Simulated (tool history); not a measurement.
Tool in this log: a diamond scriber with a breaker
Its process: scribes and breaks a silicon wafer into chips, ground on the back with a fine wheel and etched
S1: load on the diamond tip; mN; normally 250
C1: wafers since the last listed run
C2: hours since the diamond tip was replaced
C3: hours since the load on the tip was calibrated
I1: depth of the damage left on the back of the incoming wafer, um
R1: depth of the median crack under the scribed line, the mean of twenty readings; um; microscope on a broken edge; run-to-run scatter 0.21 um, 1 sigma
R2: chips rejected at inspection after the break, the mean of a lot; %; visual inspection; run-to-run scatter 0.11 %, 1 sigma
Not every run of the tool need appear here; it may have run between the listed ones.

run,hour,S1,C1,C2,C3,I1,R1,R2
1,0.0,250,0,552.8,1805.1,0.66,13.36,4.56
2,15.7,250,68,568.5,1820.8,0.67,12.72,4.61
3,46.4,250,134,599.2,1851.5,0.75,12.37,4.78
4,66.1,309,86,618.9,1871.2,0.71,13.81,2.13
5,81.6,231,68,634.4,1886.7,0.72,12.28,6.79
6,95.9,231,62,648.7,1901.0,0.79,12.22,6.98
7,125.8,308,131,678.6,1930.9,0.58,13.86,2.37
8,138.1,308,53,690.9,1943.2,0.63,13.68,2.22
9,209.0,250,311,761.8,2014.1,0.47,12.08,6.32
10,238.5,250,129,791.3,2043.6,0.54,12.51,6.12
11,272.0,250,147,824.8,2077.1,0.71,12.34,6.29
# hour 285.8: load on the tip recalibrated
12,299.8,190,113,852.6,14.0,0.40,11.08,18.30
13,325.9,250,114,878.7,40.1,0.74,12.38,8.00
14,359.5,183,147,912.3,73.7,0.60,10.30,18.48
# hour 385.9: diamond tip replaced by a new one, of another model than before
15,391.8,213,132,5.9,106.0,0.47,13.39,2.28
16,427.7,199,157,41.8,141.9,0.60,13.14,2.54
17,455.7,250,122,69.8,169.9,0.47,14.19,2.25
18,473.4,250,77,87.5,187.6,0.41,13.98,2.05
19,490.5,186,75,104.6,204.7,0.77,13.14,3.44
20,505.8,282,67,119.9,220.0,0.72,14.09,2.03
21,527.1,250,93,141.2,241.3,0.62,13.55,2.08
22,539.4,323,53,153.5,253.6,0.40,14.55,2.30

Alternative continuations, all from the tool just after run 22; predict every row:
A,539.9,250,2,154.0,254.1,0.35,?,?
B,539.9,181,2,154.0,254.1,0.35,?,?
C,539.9,285,2,154.0,254.1,0.35,?,?
D,539.9,300,2,154.0,254.1,0.35,?,?
E,539.9,281,2,154.0,254.1,0.35,?,?

run,R1,R2
A,13.45,2.15
B,12.55,4.13
C,13.90,1.95
D,14.09,2.00
E,13.85,1.95
Without the tool's unlogged condition, the same runs would have read:
run,R1,R2
A,13.87,1.95
B,12.94,3.01
C,14.33,2.18
D,14.53,2.42
E,14.28,2.13

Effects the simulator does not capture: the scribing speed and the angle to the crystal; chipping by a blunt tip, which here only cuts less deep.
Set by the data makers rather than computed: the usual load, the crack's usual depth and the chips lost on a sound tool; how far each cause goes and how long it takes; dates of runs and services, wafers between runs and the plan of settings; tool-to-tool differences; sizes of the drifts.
